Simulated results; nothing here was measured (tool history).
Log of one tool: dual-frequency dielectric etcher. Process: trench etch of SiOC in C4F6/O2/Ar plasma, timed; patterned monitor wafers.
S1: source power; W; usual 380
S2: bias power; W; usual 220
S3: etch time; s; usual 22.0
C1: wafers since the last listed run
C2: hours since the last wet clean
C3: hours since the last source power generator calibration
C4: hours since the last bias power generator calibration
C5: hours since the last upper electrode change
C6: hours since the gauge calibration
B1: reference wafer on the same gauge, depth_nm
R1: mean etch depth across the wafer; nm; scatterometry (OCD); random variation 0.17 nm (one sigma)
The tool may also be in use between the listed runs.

run 1 hour=0.0 | S1=380 S2=220 S3=22.0 | C1=0 C2=239.0 C3=4934.7 C4=3704.2 C5=3616.9 C6=100.0 | B1=42.99 | R1=46.20
run 2 hour=35.4 | S1=440 S2=179 S3=22.0 | C1=353 C2=274.4 C3=4970.1 C4=3739.6 C5=3652.3 C6=135.4 | B1=43.01 | R1=43.96
run 3 hour=63.1 | S1=410 S2=220 S3=22.0 | C1=276 C2=302.1 C3=4997.8 C4=3767.3 C5=3680.0 C6=163.1 | B1=43.07 | R1=47.47
run 4 hour=94.3 | S1=410 S2=220 S3=22.0 | C1=311 C2=333.3 C3=5029.0 C4=3798.5 C5=3711.2 C6=194.3 | B1=42.99 | R1=47.40
run 5 hour=115.0 | S1=410 S2=220 S3=22.0 | C1=206 C2=354.0 C3=5049.7 C4=3819.2 C5=3731.9 C6=215.0 | B1=42.98 | R1=47.31
run 6 hour=146.5 | S1=380 S2=220 S3=22.0 | C1=314 C2=385.5 C3=5081.2 C4=3850.7 C5=3763.4 C6=246.5 | B1=43.02 | R1=45.78
-- hour=221.9 bias power generator calibrated
run 7 hour=227.8 | S1=380 S2=220 S3=22.0 | C1=772 C2=466.8 C3=5162.5 C4=5.9 C5=3844.7 C6=327.8 | B1=43.03 | R1=45.82
-- hour=267.8 upper electrode replaced
run 8 hour=268.3 | S1=380 S2=255 S3=22.0 | C1=164 C2=507.3 C3=5203.0 C4=46.4 C5=0.5 C6=368.3 | B1=42.98 | R1=49.25
run 9 hour=281.4 | S1=340 S2=206 S3=22.0 | C1=130 C2=520.4 C3=5216.1 C4=59.5 C5=13.6 C6=381.4 | B1=43.03 | R1=42.16
-- hour=313.4 source power generator calibrated
-- hour=318.3 wet clean of the chamber
run 10 hour=318.8 | S1=320 S2=196 S3=24.0 | C1=284 C2=0.5 C3=5.4 C4=96.9 C5=51.0 C6=418.8 | B1=43.00 | R1=44.78
run 11 hour=324.7 | S1=380 S2=205 S3=22.0 | C1=58 C2=6.4 C3=11.3 C4=102.8 C5=56.9 C6=424.7 | B1=43.01 | R1=45.03
-- hour=336.5 gauge calibrated
run 12 hour=344.6 | S1=380 S2=258 S3=15.5 | C1=198 C2=26.3 C3=31.2 C4=122.7 C5=76.8 C6=8.1 | B1=43.00 | R1=35.65
run 13 hour=371.8 | S1=380 S2=236 S3=26.0 | C1=271 C2=53.5 C3=58.4 C4=149.9 C5=104.0 C6=35.3 | B1=42.97 | R1=57.29
run 14 hour=452.6 | S1=380 S2=220 S3=22.0 | C1=807 C2=134.3 C3=139.2 C4=230.7 C5=184.8 C6=116.1 | B1=43.09 | R1=46.76

Measured less the same run without the tool's hidden state. The same run-to-run variation is in both; the gauge's scatter may not be:
The hidden state here: etch rate over this chamber's usual, %; source power that arrives over what is set, %; bias power that arrives over what is set, %; gauge reads high (%).
run=1 R1=-0.47
run=2 R1=-0.50
run=3 R1=-0.60
run=4 R1=-0.65
run=5 R1=-0.70
run=6 R1=-0.73
run=7 R1=-0.88
run=8 R1=-1.02
run=9 R1=-0.91
run=10 R1=+0.24
run=11 R1=+0.24
run=12 R1=+0.16
run=13 R1=+0.19
run=14 R1=+0.02
